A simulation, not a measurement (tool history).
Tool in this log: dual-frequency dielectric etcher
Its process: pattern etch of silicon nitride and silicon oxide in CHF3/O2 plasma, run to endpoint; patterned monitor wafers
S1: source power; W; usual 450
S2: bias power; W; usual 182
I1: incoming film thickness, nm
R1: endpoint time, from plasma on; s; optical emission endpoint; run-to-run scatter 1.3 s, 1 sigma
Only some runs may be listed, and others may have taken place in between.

run	day	S1	S2	I1	R1
1	0.000	450	182	201.3	159.5
2	2.208	450	182	199.0	159.0
3	5.183	450	182	200.0	161.6
4	6.967	450	153	200.9	165.6
5	9.583	450	153	198.0	163.3
6	11.458	450	153	199.8	164.6
7	13.346	490	182	199.8	149.0
8	21.958	490	182	201.5	155.8
9	28.246	490	182	200.5	156.9
10	30.938	510	182	199.7	148.1
11	32.729	510	182	199.7	148.0
12	34.729	510	182	199.8	150.5
13	36.254	450	182	198.0	152.5
14	38.908	450	182	200.7	152.8
15	40.854	540	162	199.4	155.1
16	42.333	360	137	198.4	184.8
17	45.321	400	217	200.3	150.1
18	47.767	450	153	198.7	170.1
19	50.696	450	182	201.3	159.7
20	53.062	450	182	198.9	159.8
21	55.542	450	153	199.4	165.3
22	62.975	350	198	201.6	162.0
23	69.321	450	182	201.0	156.4
24	71.496	380	148	200.6	181.3
25	73.525	530	137	198.1	173.4
26	76.446	480	163	197.0	164.7
27	79.142	450	182	201.0	154.2
28	79.158	510	166	199.5	152.9
29	81.583	490	144	199.3	164.3
30	84.088	550	182	198.6	146.0
31	86.358	360	201	200.3	158.6
32	88.233	450	210	200.2	148.6
33	90.796	450	194	200.3	153.5
34	94.304	380	144	200.1	179.7
35	97.067	540	145	199.7	166.8
36	99.821	380	144	200.1	185.2

The log once held 7 entries between its listed runs, left out of this copy. Where does each go, and what is different about the tool's unlogged condition between the listed run before it and the listed run after it?
Between runs 3 and 4: wet clean of the chamber (day 6.892)
  etch rate over this chamber's usual, %: -4.33 -> 0.317
  measured result minus the result with no hidden state, R1: +7.0 -> -0.5 s
Between runs 7 and 8: bias power generator calibrated (day 14.154)
  etch rate over this chamber's usual, %: -1.06 -> -2.92
  measured result minus the result with no hidden state, R1: +1.6 -> +4.6 s
Between runs 9 and 10: wet clean of the chamber (day 30.917)
  etch rate over this chamber's usual, %: -4.27 -> 0.802
  measured result minus the result with no hidden state, R1: +6.7 -> -1.2 s
Between runs 16 and 17: source power generator calibrated (day 43.629)
  etch rate over this chamber's usual, %: -1.66 -> -2.3
  measured result minus the result with no hidden state, R1: +3.0 -> +3.5 s
Between runs 19 and 20: upper electrode replaced (day 52.792)
  etch rate over this chamber's usual, %: -3.46 -> -3.97
  measured result minus the result with no hidden state, R1: +5.6 -> +6.3 s
Between runs 20 and 21: wet clean of the chamber (day 54.617)
  etch rate over this chamber's usual, %: -3.97 -> -0.546
  measured result minus the result with no hidden state, R1: +6.3 -> +0.9 s
Between runs 26 and 27: wet clean of the chamber (day 79.121)
  etch rate over this chamber's usual, %: -5.06 -> -0.111
  measured result minus the result with no hidden state, R1: +8.3 -> +0.2 s
